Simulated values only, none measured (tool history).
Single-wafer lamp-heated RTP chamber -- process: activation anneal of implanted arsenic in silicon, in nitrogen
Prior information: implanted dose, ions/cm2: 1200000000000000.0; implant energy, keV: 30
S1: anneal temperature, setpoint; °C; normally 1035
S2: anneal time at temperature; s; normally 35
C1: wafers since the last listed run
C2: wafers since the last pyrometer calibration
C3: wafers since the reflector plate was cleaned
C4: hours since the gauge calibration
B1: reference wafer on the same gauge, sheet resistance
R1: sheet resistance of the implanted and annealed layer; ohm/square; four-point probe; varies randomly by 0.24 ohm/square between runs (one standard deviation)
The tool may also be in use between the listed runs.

Run 1, day 0: usual settings; C1 0; C2 2414; C3 3912; C4 107.3; B1 87.06. Result: R1 101.94 ohm/square.
Run 2, day 0.546: usual settings; C1 138; C2 2553; C3 4051; C4 120.4; B1 86.98. Result: R1 102.13 ohm/square.
Run 3, day 1.154: usual settings; C1 154; C2 2707; C3 4205; C4 135; B1 86.97. Result: R1 102.18 ohm/square.
Run 4, day 1.508: usual settings; C1 89; C2 2797; C3 4295; C4 143.5; B1 86.92. Result: R1 102.14 ohm/square.
Run 5, day 2.204: usual settings; C1 176; C2 2974; C3 4472; C4 160.2; B1 86.98. Result: R1 101.7 ohm/square.
Run 6, day 2.762: usual settings; C1 141; C2 3116; C3 4614; C4 173.6; B1 87.01. Result: R1 101.93 ohm/square.
At day 3.596: reflector plate cleaned.
Run 7, day 3.617: usual settings; C1 132; C2 3248; C3 5; C4 194.1; B1 86.93. Result: R1 101.92 ohm/square.
Run 8, day 3.804: usual settings but S1 1009 °C, S2 42 s; C1 47; C2 3296; C3 53; C4 198.6; B1 87.04. Result: R1 105.14 ohm/square.
At day 3.958: gauge calibrated.
At day 4.167: pyrometer window cleaned and pyrometer calibrated.
Run 9, day 4.188: usual settings; C1 12; C2 5; C3 65; C4 5.5; B1 87.1. Result: R1 103.8 ohm/square.
Run 10, day 4.404: usual settings but S1 1044 °C, S2 20 s; C1 55; C2 60; C3 120; C4 10.7; B1 86.93. Result: R1 106.75 ohm/square.
Run 11, day 5.088: usual settings but S1 1050 °C; C1 173; C2 234; C3 294; C4 27.1; B1 87.02. Result: R1 101.21 ohm/square.
Run 12, day 5.396: usual settings but S1 1043 °C; C1 78; C2 312; C3 372; C4 34.5; B1 87.06. Result: R1 102.58 ohm/square.
Run 13, day 6.021: usual settings but S1 1012 °C, S2 46 s; C1 158; C2 471; C3 531; C4 49.5; B1 87.03. Result: R1 105.55 ohm/square.
Run 14, day 6.742: usual settings; C1 183; C2 654; C3 714; C4 66.8; B1 86.95. Result: R1 102.88 ohm/square.
Run 15, day 7.442: usual settings but S1 1060 °C, S2 22 s; C1 177; C2 832; C3 892; C4 83.6; B1 87.04. Result: R1 102.58 ohm/square.

Branching from run 15: 3 alternative next runs. What would each branch give?
Run A, day 7.458: usual settings but S1 1014 °C; C1 4; C2 836; C3 896; C4 84; B1 ?. Result: R1 ?.
Run B, day 7.458: usual settings but S1 1013 °C; C1 4; C2 836; C3 896; C4 84; B1 ?. Result: R1 ?.
Run C, day 7.458: usual settings but S1 1013 °C, S2 51 s; C1 4; C2 836; C3 896; C4 84; B1 ?. Result: R1 ?.

run     B1      R1
  A  86.94  106.98
  B  86.94  107.14
  C  86.94  104.58
With no hidden state in the tool, these same runs would have given:
run      R1
  A  107.53
  B  107.69
  C  105.19

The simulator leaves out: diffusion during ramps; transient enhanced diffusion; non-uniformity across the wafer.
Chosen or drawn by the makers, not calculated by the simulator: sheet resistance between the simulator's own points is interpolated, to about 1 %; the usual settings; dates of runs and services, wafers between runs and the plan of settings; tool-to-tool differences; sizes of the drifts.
